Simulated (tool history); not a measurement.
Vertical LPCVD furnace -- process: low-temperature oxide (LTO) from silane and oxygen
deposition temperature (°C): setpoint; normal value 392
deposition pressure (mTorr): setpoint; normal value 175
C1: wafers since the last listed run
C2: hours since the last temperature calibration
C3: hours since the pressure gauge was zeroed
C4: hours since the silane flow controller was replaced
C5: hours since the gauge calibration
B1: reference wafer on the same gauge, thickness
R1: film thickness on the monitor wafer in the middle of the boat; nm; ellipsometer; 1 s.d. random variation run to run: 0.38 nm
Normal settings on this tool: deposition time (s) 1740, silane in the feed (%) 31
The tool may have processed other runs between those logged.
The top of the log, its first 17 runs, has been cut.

run 18 day=31.096 | deposition_temperature_(°C)=404 deposition_pressure_(mTorr)=175 deposition_time_(s)=1440 silane_in_the_feed_(%)=31 | C1=387 C2=1655.3 C3=217.4 C4=1945.9 C5=1286 | B1=106.05 | R1=118.68
-- day=33.471 thermocouples replaced and temperature profile calibrated
-- day=34.467 silane flow controller replaced
run 19 day=34.488 | deposition_temperature_(°C)=383 deposition_pressure_(mTorr)=175 deposition_time_(s)=1740 silane_in_the_feed_(%)=31 | C1=293 C2=24.4 C3=298.8 C4=0.5 C5=1367.4 | B1=105.98 | R1=110.89
run 20 day=34.962 | deposition_temperature_(°C)=400 deposition_pressure_(mTorr)=195 deposition_time_(s)=1740 silane_in_the_feed_(%)=36 | C1=100 C2=35.8 C3=310.2 C4=11.9 C5=1378.8 | B1=106.01 | R1=189
run 21 day=37.225 | deposition_temperature_(°C)=392 deposition_pressure_(mTorr)=175 deposition_time_(s)=1740 silane_in_the_feed_(%)=31 | C1=476 C2=90.1 C3=364.5 C4=66.2 C5=1433.1 | B1=105.99 | R1=124.67
run 22 day=39.479 | deposition_temperature_(°C)=383 deposition_pressure_(mTorr)=190 deposition_time_(s)=2130 silane_in_the_feed_(%)=31 | C1=474 C2=144.2 C3=418.6 C4=120.3 C5=1487.2 | B1=105.87 | R1=147.94
-- day=39.508 gauge calibrated
run 23 day=42.05 | deposition_temperature_(°C)=380 deposition_pressure_(mTorr)=205 deposition_time_(s)=1530 silane_in_the_feed_(%)=33 | C1=541 C2=205.9 C3=480.3 C4=182 C5=61 | B1=105.92 | R1=121.1
run 24 day=44.512 | deposition_temperature_(°C)=380 deposition_pressure_(mTorr)=195 deposition_time_(s)=1740 silane_in_the_feed_(%)=27 | C1=518 C2=265 C3=539.4 C4=241.1 C5=120.1 | B1=106.01 | R1=96.09
run 25 day=47.4 | deposition_temperature_(°C)=392 deposition_pressure_(mTorr)=205 deposition_time_(s)=1740 silane_in_the_feed_(%)=31 | C1=608 C2=334.3 C3=608.7 C4=310.4 C5=189.4 | B1=105.89 | R1=145.76
run 26 day=49.296 | deposition_temperature_(°C)=392 deposition_pressure_(mTorr)=175 deposition_time_(s)=1740 silane_in_the_feed_(%)=35 | C1=399 C2=379.8 C3=654.2 C4=355.9 C5=234.9 | B1=105.86 | R1=146.1
run 27 day=50.85 | deposition_temperature_(°C)=392 deposition_pressure_(mTorr)=210 deposition_time_(s)=2220 silane_in_the_feed_(%)=26 | C1=327 C2=417.1 C3=691.5 C4=393.2 C5=272.2 | B1=106.07 | R1=144.47
run 28 day=53.171 | deposition_temperature_(°C)=392 deposition_pressure_(mTorr)=175 deposition_time_(s)=1740 silane_in_the_feed_(%)=31 | C1=488 C2=472.8 C3=747.2 C4=448.9 C5=327.9 | B1=106.08 | R1=122.9
run 29 day=55.112 | deposition_temperature_(°C)=392 deposition_pressure_(mTorr)=175 deposition_time_(s)=1170 silane_in_the_feed_(%)=31 | C1=409 C2=519.4 C3=793.8 C4=495.5 C5=374.5 | B1=105.93 | R1=82.66
run 30 day=57.6 | deposition_temperature_(°C)=403 deposition_pressure_(mTorr)=175 deposition_time_(s)=1350 silane_in_the_feed_(%)=31 | C1=524 C2=579.1 C3=853.5 C4=555.2 C5=434.2 | B1=105.92 | R1=108.79

Below are 5 alternative next runs, each starting from the tool's condition after run 30. Predict each:
run A day=57.817 | deposition_temperature_(°C)=392 deposition_pressure_(mTorr)=175 deposition_time_(s)=1740 silane_in_the_feed_(%)=31 | C1=45 C2=584.3 C3=858.7 C4=560.4 C5=439.4 | B1=? | R1=?
run B day=57.817 | deposition_temperature_(°C)=403 deposition_pressure_(mTorr)=175 deposition_time_(s)=1950 silane_in_the_feed_(%)=26 | C1=45 C2=584.3 C3=858.7 C4=560.4 C5=439.4 | B1=? | R1=?
run C day=57.817 | deposition_temperature_(°C)=392 deposition_pressure_(mTorr)=175 deposition_time_(s)=1740 silane_in_the_feed_(%)=34 | C1=45 C2=584.3 C3=858.7 C4=560.4 C5=439.4 | B1=? | R1=?
run D day=57.817 | deposition_temperature_(°C)=400 deposition_pressure_(mTorr)=145 deposition_time_(s)=1410 silane_in_the_feed_(%)=34 | C1=45 C2=584.3 C3=858.7 C4=560.4 C5=439.4 | B1=? | R1=?
run E day=57.817 | deposition_temperature_(°C)=392 deposition_pressure_(mTorr)=175 deposition_time_(s)=1380 silane_in_the_feed_(%)=31 | C1=45 C2=584.3 C3=858.7 C4=560.4 C5=439.4 | B1=? | R1=?

run=A B1=106.04 R1=123.79
run=B B1=106.04 R1=121.64
run=C B1=106.04 R1=141.24
run=D B1=106.04 R1=103.61
run=E B1=106.04 R1=98.18
Without the tool's unlogged condition, the same runs would have read:
run=A R1=127.36
run=B R1=125.2
run=C R1=145.27
run=D R1=107.14
run=E R1=101.01
